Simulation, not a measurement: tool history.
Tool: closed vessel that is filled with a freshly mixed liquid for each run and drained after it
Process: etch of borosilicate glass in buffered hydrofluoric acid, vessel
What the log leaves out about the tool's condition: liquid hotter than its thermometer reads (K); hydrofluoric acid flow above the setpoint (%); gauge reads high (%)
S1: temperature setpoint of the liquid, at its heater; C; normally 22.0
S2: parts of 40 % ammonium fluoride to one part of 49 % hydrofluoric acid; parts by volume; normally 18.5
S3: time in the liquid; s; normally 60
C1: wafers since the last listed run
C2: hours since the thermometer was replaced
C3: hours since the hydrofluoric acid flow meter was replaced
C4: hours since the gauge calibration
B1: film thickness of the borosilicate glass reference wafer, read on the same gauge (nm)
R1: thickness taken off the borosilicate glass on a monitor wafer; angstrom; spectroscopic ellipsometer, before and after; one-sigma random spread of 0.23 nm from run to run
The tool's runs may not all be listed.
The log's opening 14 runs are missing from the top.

run     day    S1    S2  S3    C1     C2      C3     C4      B1     R1
 15  15.675  19.0  18.5  95   992  588.1  1564.9  517.5  110.00  494.8
 16  16.271  26.0  21.5  40   952  602.4  1579.2  531.8  110.00  263.2
 17  19.662  22.0  18.5  80  5422  683.8  1660.6  613.2  110.01  500.7
 18  20.529  22.0  18.5  60  1385  704.6  1681.4  634.0  110.00  377.2
     21.229  -- gauge calibrated
     21.754  -- hydrofluoric acid flow meter replaced
     21.942  -- thermometer replaced
 19  21.962  22.0  18.5  60  2158    0.5     5.0   17.6  110.01  388.7
 20  25.417  22.0  16.0  60  5522   83.4    87.9  100.5  109.97  456.4
 21  26.592  22.0  18.5  60  1878  111.6   116.1  128.7  109.96  393.5
 22  27.792  17.5  25.0  30  1918  140.4   144.9  157.5  109.99  115.6
 23  28.888  20.0  25.0  60  1751  166.7   171.2  183.8  109.96  267.4
 24  29.450  22.0  12.0  90   899  180.2   184.7  197.3  110.02  902.4
 25  30.567  17.0  25.0  60  1785  207.0   211.5  224.1  109.99  227.5
     31.550  -- hydrofluoric acid flow meter replaced, repeated, since the last time left the tool worse
 26  31.712  22.0  18.5  35  1765  234.5     3.9  251.6  110.01  198.1
 27  33.004  22.0  22.5  60  2065  265.5    34.9  282.6  110.01  292.3
 28  34.812  19.0  12.0  85  2891  308.9    78.3  326.0  110.01  645.4
 29  35.912  17.0  21.0  30  1758  335.3   104.7  352.4  109.98  117.6
 30  37.108  17.5  18.5  60  1911  364.0   133.4  381.1  109.99  272.6
 31  38.550  22.0  18.5  60  2304  398.6   168.0  415.7  110.00  348.4
 32  39.796  22.0  15.5  90  1991  428.5   197.9  445.6  109.97  621.3
 33  40.917  19.5  12.5  80  1791  455.4   224.8  472.5  110.01  596.6

What if the next run were any one of these 3? Each begins from the tool's condition after run 33:
  A  40.946  22.0  13.5  60  46  456.1  225.5  473.2   ?   ?
  B  40.946  24.5  21.5  60  46  456.1  225.5  473.2   ?   ?
  C  40.946  22.0  18.5  30  46  456.1  225.5  473.2   ?   ?

run      B1     R1
  A  110.05  472.8
  B  110.05  347.1
  C  110.05  173.0
What these runs would have given with no unlogged condition in the tool:
run     R1
  A  466.1
  B  343.6
  C  170.5

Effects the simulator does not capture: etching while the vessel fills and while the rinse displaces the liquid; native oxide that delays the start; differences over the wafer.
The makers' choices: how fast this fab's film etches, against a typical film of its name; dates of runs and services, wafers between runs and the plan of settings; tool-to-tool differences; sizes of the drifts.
